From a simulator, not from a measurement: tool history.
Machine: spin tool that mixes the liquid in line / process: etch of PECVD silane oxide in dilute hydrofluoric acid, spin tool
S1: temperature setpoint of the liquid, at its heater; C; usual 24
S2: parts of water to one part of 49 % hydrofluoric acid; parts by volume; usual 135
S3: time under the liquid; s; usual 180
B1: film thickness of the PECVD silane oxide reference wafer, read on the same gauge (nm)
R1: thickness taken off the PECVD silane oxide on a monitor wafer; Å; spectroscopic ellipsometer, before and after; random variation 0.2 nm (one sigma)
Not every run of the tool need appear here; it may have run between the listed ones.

| run | hour | S1 | S2 | S3 | B1 | R1 |
|---|---|---|---|---|---|---|
| 1 | 0 | 21.5 | 180 | 180 | 50.02 | 126.5 |
| 2 | 47.8 | 21.5 | 135 | 180 | 50.02 | 179.1 |
|  | 50.6 | hydrofluoric acid flow meter replaced |
| 3 | 125.7 | 24 | 135 | 180 | 50 | 196.3 |
| 4 | 222.6 | 24 | 135 | 180 | 50.02 | 196.2 |
| 5 | 265.5 | 24 | 135 | 180 | 50 | 194.3 |
| 6 | 404.3 | 24 | 135 | 180 | 49.99 | 190 |
| 7 | 504 | 24 | 135 | 180 | 49.99 | 193.6 |
|  | 511.7 | hydrofluoric acid flow meter replaced |
| 8 | 574.1 | 24 | 135 | 180 | 49.98 | 194.6 |
| 9 | 646.4 | 24 | 135 | 125 | 50 | 131.5 |
|  | 646.9 | gauge calibrated |
| 10 | 691 | 25.5 | 75 | 220 | 50.01 | 477.4 |
|  | 741.4 | thermometer replaced |
| 11 | 765.7 | 20.5 | 75 | 100 | 50 | 191 |
| 12 | 821 | 24 | 135 | 180 | 50.01 | 208 |
| 13 | 892.4 | 21.5 | 195 | 180 | 50.01 | 119.5 |
|  | 896.6 | hydrofluoric acid flow meter replaced |
| 14 | 959.6 | 24 | 95 | 95 | 50 | 160.6 |
| 15 | 1019.5 | 22 | 160 | 180 | 50.01 | 153.8 |
| 16 | 1112.6 | 24 | 135 | 180 | 49.99 | 202.2 |
| 17 | 1204.2 | 26 | 135 | 180 | 50 | 219.5 |
| 18 | 1244.9 | 28 | 195 | 180 | 50.01 | 151.5 |

A few steps of R1 between consecutive runs. Split each: what settings, incoming material and random variation would produce without the hidden state, and what is left over for the hidden state, along with gauge scatter present in only one of the two compared results (measured, and without hidden state):
Hidden state present: liquid colder than its thermometer reads (K); hydrofluoric acid flow above the setpoint (%); gauge reads high (%).
Run 9 -> 10: S1 24 -> 25.5, S2 135 -> 75, S3 125 -> 220, gauge calibrated. R1 +345.9 Å: hidden state -29.2, all else +375.1.
Run 10 -> 11: S1 25.5 -> 20.5, S3 220 -> 100, thermometer replaced. R1 -286.4 Å: hidden state +38.6, all else -325.

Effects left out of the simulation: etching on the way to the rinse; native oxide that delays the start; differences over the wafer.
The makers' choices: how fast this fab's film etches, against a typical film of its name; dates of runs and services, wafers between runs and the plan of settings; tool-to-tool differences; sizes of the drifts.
